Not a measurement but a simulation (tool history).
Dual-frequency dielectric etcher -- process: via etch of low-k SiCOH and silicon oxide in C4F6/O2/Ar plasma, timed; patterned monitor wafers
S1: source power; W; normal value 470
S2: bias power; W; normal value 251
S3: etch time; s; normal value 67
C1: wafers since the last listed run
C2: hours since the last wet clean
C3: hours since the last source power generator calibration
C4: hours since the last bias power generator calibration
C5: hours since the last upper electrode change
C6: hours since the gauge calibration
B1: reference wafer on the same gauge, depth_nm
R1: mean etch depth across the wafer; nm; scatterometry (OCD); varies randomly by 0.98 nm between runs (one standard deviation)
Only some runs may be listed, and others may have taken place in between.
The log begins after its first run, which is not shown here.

{"hour": 39.5, "done": "upper electrode replaced"}
{"run": 2, "hour": 40.0, "S1": 470, "S2": 251, "S3": 67, "C1": 159, "C2": 309.5, "C3": 1235.7, "C4": 1960.8, "C5": 0.5, "C6": 918.4, "B1": 160, "R1": 199.8}
{"run": 3, "hour": 40.4, "S1": 470, "S2": 251, "S3": 67, "C1": 3, "C2": 309.9, "C3": 1236.1, "C4": 1961.2, "C5": 0.9, "C6": 918.8, "B1": 160, "R1": 200.3}
{"run": 4, "hour": 63.1, "S1": 470, "S2": 251, "S3": 67, "C1": 226, "C2": 332.6, "C3": 1258.8, "C4": 1983.9, "C5": 23.6, "C6": 941.5, "B1": 159.9, "R1": 200.9}
{"hour": 87.2, "done": "wet clean of the chamber"}
{"run": 5, "hour": 87.7, "S1": 470, "S2": 251, "S3": 67, "C1": 5, "C2": 0.5, "C3": 1283.4, "C4": 2008.5, "C5": 48.2, "C6": 966.1, "B1": 160.2, "R1": 198.1}
{"run": 6, "hour": 112.0, "S1": 470, "S2": 251, "S3": 67, "C1": 242, "C2": 24.8, "C3": 1307.7, "C4": 2032.8, "C5": 72.5, "C6": 990.4, "B1": 159.7, "R1": 199.4}
{"run": 7, "hour": 132.2, "S1": 470, "S2": 271, "S3": 67, "C1": 201, "C2": 45, "C3": 1327.9, "C4": 2053, "C5": 92.7, "C6": 1010.6, "B1": 160, "R1": 206.3}
{"run": 8, "hour": 152.3, "S1": 470, "S2": 271, "S3": 67, "C1": 200, "C2": 65.1, "C3": 1348, "C4": 2073.1, "C5": 112.8, "C6": 1030.7, "B1": 160, "R1": 205.6}
{"run": 9, "hour": 177.7, "S1": 370, "S2": 309, "S3": 74.5, "C1": 253, "C2": 90.5, "C3": 1373.4, "C4": 2098.5, "C5": 138.2, "C6": 1056.1, "B1": 160, "R1": 208.8}
{"run": 10, "hour": 200.4, "S1": 430, "S2": 251, "S3": 87, "C1": 226, "C2": 113.2, "C3": 1396.1, "C4": 2121.2, "C5": 160.9, "C6": 1078.8, "B1": 160.1, "R1": 248.5}
{"run": 11, "hour": 213.1, "S1": 470, "S2": 251, "S3": 67, "C1": 126, "C2": 125.9, "C3": 1408.8, "C4": 2133.9, "C5": 173.6, "C6": 1091.5, "B1": 160.2, "R1": 200.1}
{"run": 12, "hour": 247.6, "S1": 470, "S2": 251, "S3": 67, "C1": 343, "C2": 160.4, "C3": 1443.3, "C4": 2168.4, "C5": 208.1, "C6": 1126, "B1": 159.9, "R1": 202.8}
{"run": 13, "hour": 273.3, "S1": 560, "S2": 273, "S3": 48, "C1": 256, "C2": 186.1, "C3": 1469, "C4": 2194.1, "C5": 233.8, "C6": 1151.7, "B1": 160.1, "R1": 161.4}
{"hour": 292.6, "done": "bias power generator calibrated"}
{"run": 14, "hour": 300.9, "S1": 470, "S2": 278, "S3": 73.5, "C1": 235, "C2": 213.7, "C3": 1496.6, "C4": 8.3, "C5": 261.4, "C6": 1179.3, "B1": 159.8, "R1": 228}
{"run": 15, "hour": 328.2, "S1": 540, "S2": 228, "S3": 80.5, "C1": 272, "C2": 241, "C3": 1523.9, "C4": 35.6, "C5": 288.7, "C6": 1206.6, "B1": 160, "R1": 249.4}
{"hour": 342.7, "done": "gauge calibrated"}
{"run": 16, "hour": 363.7, "S1": 560, "S2": 251, "S3": 83.5, "C1": 353, "C2": 276.5, "C3": 1559.4, "C4": 71.1, "C5": 324.2, "C6": 21, "B1": 159.7, "R1": 272.3}
{"hour": 375.0, "done": "source power generator calibrated"}
{"run": 17, "hour": 387.2, "S1": 470, "S2": 251, "S3": 67, "C1": 194, "C2": 300, "C3": 12.2, "C4": 94.6, "C5": 347.7, "C6": 44.5, "B1": 160.1, "R1": 195.7}
{"run": 18, "hour": 415.4, "S1": 360, "S2": 213, "S3": 79.5, "C1": 281, "C2": 328.2, "C3": 40.4, "C4": 122.8, "C5": 375.9, "C6": 72.7, "B1": 159.9, "R1": 188}
{"run": 19, "hour": 431.8, "S1": 560, "S2": 251, "S3": 67, "C1": 163, "C2": 344.6, "C3": 56.8, "C4": 139.2, "C5": 392.3, "C6": 89.1, "B1": 160.1, "R1": 214.2}
{"hour": 474.2, "done": "wet clean of the chamber"}
{"run": 20, "hour": 474.7, "S1": 470, "S2": 298, "S3": 87, "C1": 188, "C2": 0.5, "C3": 99.7, "C4": 182.1, "C5": 435.2, "C6": 132, "B1": 160, "R1": 270.4}
{"run": 21, "hour": 491.0, "S1": 470, "S2": 204, "S3": 67, "C1": 162, "C2": 16.8, "C3": 116, "C4": 198.4, "C5": 451.5, "C6": 148.3, "B1": 160.3, "R1": 184.2}
{"run": 22, "hour": 525.5, "S1": 470, "S2": 251, "S3": 67, "C1": 343, "C2": 51.3, "C3": 150.5, "C4": 232.9, "C5": 486, "C6": 182.8, "B1": 160.2, "R1": 196.8}
{"run": 23, "hour": 548.7, "S1": 470, "S2": 299, "S3": 67, "C1": 231, "C2": 74.5, "C3": 173.7, "C4": 256.1, "C5": 509.2, "C6": 206, "B1": 159.8, "R1": 209.3}

For run 24, what comes out?
{"run": 24, "hour": 572.9, "S1": 470, "S2": 251, "S3": 67, "C1": 241, "C2": 98.7, "C3": 197.9, "C4": 280.3, "C5": 533.4, "C6": 230.2, "B1": "?", "R1": "?"}

B1: 159.7
R1: 197.6 nm
The same run, on a tool lacking any hidden state, would have yielded R1 196.1 nm.

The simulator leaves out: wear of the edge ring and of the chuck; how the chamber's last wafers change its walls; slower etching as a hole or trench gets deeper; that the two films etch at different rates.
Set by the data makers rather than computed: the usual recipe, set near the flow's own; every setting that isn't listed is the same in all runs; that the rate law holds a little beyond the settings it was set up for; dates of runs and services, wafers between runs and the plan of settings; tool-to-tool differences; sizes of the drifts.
